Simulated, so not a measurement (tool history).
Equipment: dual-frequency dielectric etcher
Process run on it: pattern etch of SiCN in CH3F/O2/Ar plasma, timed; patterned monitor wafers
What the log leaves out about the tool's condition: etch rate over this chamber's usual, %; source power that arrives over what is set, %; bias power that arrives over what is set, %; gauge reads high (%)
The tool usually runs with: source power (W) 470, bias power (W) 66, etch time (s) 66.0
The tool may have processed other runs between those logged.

run     day  source power (W)  bias power (W)  etch time (s)  wafers since the last listed run  hours since the last wet clean  hours since the last source power generator calibration  hours since the last bias power generator calibration  hours since the last upper electrode change  hours since the gauge calibration  read-back reference wafer on the same gauge, depth_nm  mean etch depth across the wafer (Å)
  1   0.000               470              66           66.0                                 0                            72.5                                                   2605.1                                                 3620.7                                       1326.0                              286.5                                                  21.90                                 253.3
  2   2.679               470              66           66.0                               553                           136.8                                                   2669.4                                                 3685.0                                       1390.3                              350.8                                                  21.90                                 253.0
  3   5.879               470              66           66.0                               660                           213.6                                                   2746.2                                                 3761.8                                       1467.1                              427.6                                                  21.90                                 252.0
  4   9.225               470              66           72.5                               690                           293.9                                                   2826.5                                                 3842.1                                       1547.4                              507.9                                                  21.90                                 277.2
     12.912  -- wet clean of the chamber
  5  13.079               470              66           66.0                               589                             4.0                                                   2919.0                                                 3934.6                                       1639.9                              600.4                                                  21.90                                 252.4
  6  16.788               470              66           66.0                               765                            93.0                                                   3008.0                                                 4023.6                                       1728.9                              689.4                                                  21.90                                 252.5
     19.954  -- bias power generator calibrated
  7  21.075               470              54           58.0                               851                           195.9                                                   3110.9                                                   26.9                                       1831.8                              792.3                                                  21.91                                 213.4
     26.150  -- upper electrode replaced
  8  26.171               470              66           66.0                               845                           318.2                                                   3233.2                                                  149.2                                          0.5                              914.6                                                  21.90                                 252.2
     27.229  -- source power generator calibrated
     28.158  -- wet clean of the chamber
  9  28.392               470              54           58.0                               232                             5.6                                                     27.9                                                  202.5                                         53.8                              967.9                                                  21.90                                 217.0
 10  31.317               550              58           77.0                               604                            75.8                                                     98.1                                                  272.7                                        124.0                             1038.1                                                  21.90                                 307.1
 11  35.238               390              60           47.0                               809                           169.9                                                    192.2                                                  366.8                                        218.1                             1132.2                                                  21.90                                 168.3
 12  38.283               540              55           50.0                               629                           243.0                                                    265.3                                                  439.9                                        291.2                             1205.3                                                  21.90                                 195.0
     38.408  -- gauge calibrated
 13  42.342               560              73           66.0                               838                           340.4                                                    362.7                                                  537.3                                        388.6                               94.4                                                  21.90                                 276.0
     45.362  -- wet clean of the chamber
 14  45.383               470              55           55.0                               421                             0.5                                                    435.7                                                  610.3                                        461.6                              167.4                                                  21.90                                 205.3
 15  48.442               400              66           66.0                               631                            73.9                                                    509.1                                                  683.7                                        535.0                              240.8                                                  21.90                                 242.9
 16  50.225               550              66           66.0                               368                           116.7                                                    551.9                                                  726.5                                        577.8                              283.6                                                  21.90                                 268.0

The logged runs with the hidden state left out (each run's random variation unchanged):
run  mean etch depth across the wafer (Å)
  1                                 257.6
  2                                 257.6
  3                                 256.9
  4                                 283.0
  5                                 256.6
  6                                 257.1
  7                                 217.7
  8                                 257.8
  9                                 217.2
 10                                 308.0
 11                                 169.3
 12                                 196.6
 13                                 278.9
 14                                 206.5
 15                                 244.8
 16                                 270.3

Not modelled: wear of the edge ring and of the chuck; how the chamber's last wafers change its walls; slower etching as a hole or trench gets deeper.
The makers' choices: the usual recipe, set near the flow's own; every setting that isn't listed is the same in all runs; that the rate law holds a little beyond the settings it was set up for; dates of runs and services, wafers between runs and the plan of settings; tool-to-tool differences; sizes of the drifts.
